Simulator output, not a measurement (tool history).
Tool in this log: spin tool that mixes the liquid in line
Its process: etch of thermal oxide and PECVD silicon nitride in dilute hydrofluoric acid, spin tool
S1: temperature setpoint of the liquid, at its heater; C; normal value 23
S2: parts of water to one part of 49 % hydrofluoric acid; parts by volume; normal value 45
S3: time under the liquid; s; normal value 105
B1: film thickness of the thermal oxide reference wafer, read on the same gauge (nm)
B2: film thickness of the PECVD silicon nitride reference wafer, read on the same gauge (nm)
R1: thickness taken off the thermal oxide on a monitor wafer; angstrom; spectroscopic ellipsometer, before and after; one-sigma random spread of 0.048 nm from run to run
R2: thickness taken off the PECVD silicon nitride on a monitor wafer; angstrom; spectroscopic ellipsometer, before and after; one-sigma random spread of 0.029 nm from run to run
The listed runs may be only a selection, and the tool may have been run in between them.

run	hour	S1	S2	S3	B1	B2	R1	R2
1	0	19	35	105	109.49	39.75	131	70
2	26.9	19	35	105	109.37	39.77	129.8	69.8
3	59.2	21	45	105	109.25	39.7	108.6	62.6
4	87.9	23	45	75	109.05	39.66	84.2	51.5
5	105.1	23	45	75	108.9	39.61	84.7	51.4
6	125.8	23	45	75	108.77	39.5	84.5	51.5
7	149.5	23	45	105	108.64	39.49	118	71.3
8	165.8	23	45	105	108.49	39.45	117.9	71.4
9	180.3	24.5	45	135	108.37	39.4	160.8	101.4
# hour 208.7: gauge calibrated
# hour 219.4: thermometer replaced
10	259.4	21.5	35	170	110.13	40	237.6	135.7
11	287.2	23	45	105	110.08	40.04	118.8	72.6
# hour 293.8: hydrofluoric acid flow meter replaced
12	321.8	20	45	90	109.97	40.02	89.6	50.6
13	347.3	23	45	105	109.9	39.98	119.6	72.2
14	373.9	26.5	30	170	109.8	39.89	339.7	220.5
15	386.8	21	45	165	109.77	39.96	172.2	98.4
16	400.1	23	45	105	109.72	39.92	119.3	72.1

Predict each of these 5 candidate next runs independently; none follows another, all start after run 16:
A	400.5	23	45	105	?	?	?	?
B	400.5	21.5	45	130	?	?	?	?
C	400.5	23	25	105	?	?	?	?
D	400.5	19	50	165	?	?	?	?
E	400.5	26.5	30	55	?	?	?	?

run	B1	B2	R1	R2
A	109.67	39.87	118.9	71.9
B	109.67	39.87	138.2	80.3
C	109.67	39.87	219.6	127
D	109.67	39.87	141.1	77.4
E	109.67	39.87	110.2	70.8
Without the tool's unlogged condition, the same runs would have read:
run	R1	R2
A	119.2	72.1
B	138.6	80.6
C	220.2	127.4
D	141.5	77.6
E	110.5	71
